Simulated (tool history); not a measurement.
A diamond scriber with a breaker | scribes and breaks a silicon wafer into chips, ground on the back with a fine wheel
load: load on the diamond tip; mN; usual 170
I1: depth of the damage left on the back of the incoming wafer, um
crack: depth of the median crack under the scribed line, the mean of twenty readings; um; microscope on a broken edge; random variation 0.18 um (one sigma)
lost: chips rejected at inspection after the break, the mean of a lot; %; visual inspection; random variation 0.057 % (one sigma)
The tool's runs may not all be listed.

Run 1, day 0: usual settings; I1 2.88. Result: crack 14.33 um, lost 2.14 %.
Run 2, day 2.379: usual settings; I1 2.39. Result: crack 14.59 um, lost 1.83 %.
Run 3, day 4.246: usual settings; I1 1.8. Result: crack 14.46 um, lost 1.64 %.
Run 4, day 6.858: usual settings; I1 2.95. Result: crack 14.69 um, lost 2.22 %.
Run 5, day 9.725: usual settings but load 155 mN; I1 2.42. Result: crack 13.61 um, lost 2.63 %.
Run 6, day 10.908: usual settings; I1 2.7. Result: crack 14.5 um, lost 2.03 %.
At day 12.271: diamond tip replaced by a new one.
Run 7, day 13.75: usual settings; I1 1.51. Result: crack 14.58 um, lost 1.57 %.
Run 8, day 15.833: usual settings; I1 1.53. Result: crack 14.3 um, lost 1.55 %.
At day 18.021: load on the tip recalibrated.
Run 9, day 23.9: usual settings but load 196 mN; I1 1.84. Result: crack 15.87 um, lost 3.27 %.
Run 10, day 25.904: usual settings but load 197 mN; I1 2.41. Result: crack 16.28 um, lost 3.62 %.
Run 11, day 28.833: usual settings but load 187 mN; I1 2.08. Result: crack 15.58 um, lost 2.39 %.
Run 12, day 30.633: usual settings but load 130 mN; I1 1.84. Result: crack 11.91 um, lost 7.59 %.
Run 13, day 33.554: usual settings but load 142 mN; I1 1.51. Result: crack 12.52 um, lost 4.16 %.
Run 14, day 37.504: usual settings; I1 2.33. Result: crack 14.11 um, lost 1.8 %.
Run 15, day 39.762: usual settings but load 209 mN; I1 1.73. Result: crack 16.45 um, lost 5.04 %.

3 ways to go on from here, each from the tool as it stands after run 15. What would each give?
Run A, day 39.783: usual settings; I1 1.6. Result: crack ?, lost ?.
Run B, day 39.783: usual settings but load 156 mN; I1 1.6. Result: crack ?, lost ?.
Run C, day 39.783: usual settings but load 132 mN; I1 1.6. Result: crack ?, lost ?.

run  crack  lost
  A  14.63  1.53
  B  13.78  2.13
  C  12.28  6.57
Without the tool's hidden state the same runs would have given:
run  crack  lost
  A  14.63  1.53
  B  13.78  2.13
  C  12.28  6.57
